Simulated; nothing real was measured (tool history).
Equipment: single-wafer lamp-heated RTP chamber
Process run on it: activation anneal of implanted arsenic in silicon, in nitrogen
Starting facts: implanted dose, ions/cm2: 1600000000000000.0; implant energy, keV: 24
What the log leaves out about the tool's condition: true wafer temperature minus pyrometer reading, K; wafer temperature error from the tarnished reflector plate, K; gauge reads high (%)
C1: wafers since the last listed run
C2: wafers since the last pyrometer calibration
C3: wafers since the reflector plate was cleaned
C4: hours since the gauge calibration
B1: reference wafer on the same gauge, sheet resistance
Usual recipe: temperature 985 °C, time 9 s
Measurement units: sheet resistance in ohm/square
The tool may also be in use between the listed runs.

run 1 day=0 | temperature=985 time=9 | C1=0 C2=1391 C3=2804 C4=91.2 | B1=128.02 | sheet_resistance=111.58
run 2 day=0.7 | temperature=985 time=13 | C1=343 C2=1734 C3=3147 C4=108 | B1=127.9 | sheet_resistance=107.54
run 3 day=1.779 | temperature=985 time=13 | C1=529 C2=2264 C3=3677 C4=133.9 | B1=128.02 | sheet_resistance=107.14
-- day=2.383 pyrometer window cleaned and pyrometer calibrated
run 4 day=2.629 | temperature=985 time=13 | C1=253 C2=120 C3=3930 C4=154.3 | B1=127.89 | sheet_resistance=110.1
run 5 day=3.633 | temperature=985 time=9 | C1=492 C2=612 C3=4423 C4=178.4 | B1=128.05 | sheet_resistance=111.25
run 6 day=4.662 | temperature=985 time=6 | C1=504 C2=1117 C3=4928 C4=203.1 | B1=127.88 | sheet_resistance=115.61
run 7 day=5.204 | temperature=985 time=6 | C1=265 C2=1383 C3=5194 C4=216.1 | B1=128.13 | sheet_resistance=114.41
run 8 day=5.883 | temperature=985 time=11 | C1=333 C2=1716 C3=5527 C4=232.4 | B1=128.01 | sheet_resistance=108.51
-- day=7.092 pyrometer window cleaned and pyrometer calibrated
run 9 day=7.112 | temperature=985 time=11 | C1=439 C2=9 C3=5966 C4=261.9 | B1=128 | sheet_resistance=112.13
run 10 day=7.517 | temperature=985 time=11 | C1=198 C2=207 C3=6165 C4=271.6 | B1=128 | sheet_resistance=111.25
run 11 day=8.475 | temperature=964 time=9 | C1=470 C2=677 C3=6635 C4=294.6 | B1=128.11 | sheet_resistance=119.71
run 12 day=9.417 | temperature=964 time=9 | C1=462 C2=1139 C3=7097 C4=317.2 | B1=127.9 | sheet_resistance=119.32
run 13 day=10.371 | temperature=985 time=9 | C1=468 C2=1607 C3=7565 C4=340.1 | B1=127.96 | sheet_resistance=110.83
run 14 day=11.533 | temperature=985 time=9 | C1=570 C2=2178 C3=8136 C4=368 | B1=128.03 | sheet_resistance=109.73
-- day=13.025 pyrometer window cleaned and pyrometer calibrated
run 15 day=13.046 | temperature=985 time=9 | C1=578 C2=10 C3=8714 C4=404.3 | B1=127.87 | sheet_resistance=113.38
run 16 day=13.342 | temperature=973 time=9 | C1=145 C2=155 C3=8859 C4=411.4 | B1=127.81 | sheet_resistance=118.08
run 17 day=13.929 | temperature=1009 time=9 | C1=288 C2=443 C3=9147 C4=425.5 | B1=128 | sheet_resistance=105.7
-- day=14.221 gauge calibrated
run 18 day=14.475 | temperature=974 time=4 | C1=267 C2=711 C3=9415 C4=6.1 | B1=127.97 | sheet_resistance=122.68
run 19 day=15.271 | temperature=1012 time=4 | C1=390 C2=1102 C3=9806 C4=25.2 | B1=128.01 | sheet_resistance=110.17
run 20 day=16.071 | temperature=985 time=9 | C1=392 C2=1494 C3=10198 C4=44.4 | B1=128.11 | sheet_resistance=110.35
run 21 day=16.738 | temperature=969 time=7 | C1=327 C2=1821 C3=10525 C4=60.4 | B1=127.92 | sheet_resistance=118.33
-- day=17.533 pyrometer window cleaned and pyrometer calibrated
run 22 day=17.688 | temperature=985 time=9 | C1=302 C2=75 C3=10828 C4=83.2 | B1=128.03 | sheet_resistance=113.71
-- day=18.058 reflector plate cleaned
run 23 day=18.525 | temperature=974 time=12 | C1=247 C2=322 C3=228 C4=103.3 | B1=128.16 | sheet_resistance=112.88
run 24 day=19.817 | temperature=1007 time=9 | C1=633 C2=956 C3=862 C4=134.3 | B1=127.91 | sheet_resistance=104.37
run 25 day=20.55 | temperature=962 time=14 | C1=359 C2=1316 C3=1221 C4=151.9 | B1=127.85 | sheet_resistance=114.12
run 26 day=21.329 | temperature=965 time=4 | C1=382 C2=1698 C3=1604 C4=170.6 | B1=128.07 | sheet_resistance=123.68
run 27 day=22.279 | temperature=968 time=14 | C1=466 C2=2164 C3=2070 C4=193.4 | B1=127.95 | sheet_resistance=112.33
-- day=23.183 pyrometer window cleaned and pyrometer calibrated
run 28 day=23.204 | temperature=956 time=13 | C1=290 C2=9 C3=2360 C4=215.6 | B1=127.85 | sheet_resistance=122.93
run 29 day=23.996 | temperature=1000 time=12 | C1=388 C2=397 C3=2748 C4=234.6 | B1=127.94 | sheet_resistance=104.7
run 30 day=24.892 | temperature=974 time=9 | C1=439 C2=837 C3=3188 C4=256.1 | B1=128.06 | sheet_resistance=116.07
run 31 day=26.233 | temperature=985 time=6 | C1=658 C2=1495 C3=3846 C4=288.3 | B1=127.91 | sheet_resistance=114.46

Here are 3 independent what-if runs from the current tool condition. What would each one return?
run A day=26.25 | temperature=1005 time=9 | C1=8 C2=1503 C3=3854 C4=288.7 | B1=? | sheet_resistance=?
run B day=26.25 | temperature=959 time=13 | C1=8 C2=1503 C3=3854 C4=288.7 | B1=? | sheet_resistance=?
run C day=26.25 | temperature=995 time=14 | C1=8 C2=1503 C3=3854 C4=288.7 | B1=? | sheet_resistance=?

run=A B1=127.99 sheet_resistance=104.47
run=B B1=127.99 sheet_resistance=116.37
run=C B1=127.99 sheet_resistance=102.96
Stripped of hidden state, with their random variation kept, the same runs would have yielded:
run=A sheet_resistance=107.64
run=B sheet_resistance=120.3
run=C sheet_resistance=106.35
